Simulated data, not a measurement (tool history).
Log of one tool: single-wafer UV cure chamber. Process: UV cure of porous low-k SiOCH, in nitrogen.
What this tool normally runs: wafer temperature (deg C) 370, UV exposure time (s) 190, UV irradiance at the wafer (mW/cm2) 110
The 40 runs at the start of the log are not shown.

run,hour,wafer temperature (deg C),UV exposure time (s),UV irradiance at the wafer (mW/cm2),loss of film thickness in the cure (%)
41,3419.7,383,80,99,7.656
42,3523.7,370,190,110,12.306
43,3615.4,370,190,110,12.175
44,3708.7,370,160,124,11.909
45,3747.3,370,190,110,12.222
# hour 3777.1: quartz window cleaned
46,3803.8,388,115,88,9.109
47,3856.5,370,105,110,9.402
48,3961.0,381,115,81,8.527

Here are 3 independent what-if runs from the current tool condition. What would each one return?
A,3961.5,370,190,133,?
B,3961.5,370,295,145,?
C,3961.5,384,190,110,?

run,loss of film thickness in the cure (%)
A,13.136
B,15.800
C,12.487
Without the tool's unlogged condition, the same runs would have read:
run,loss of film thickness in the cure (%)
A,13.136
B,15.800
C,12.487
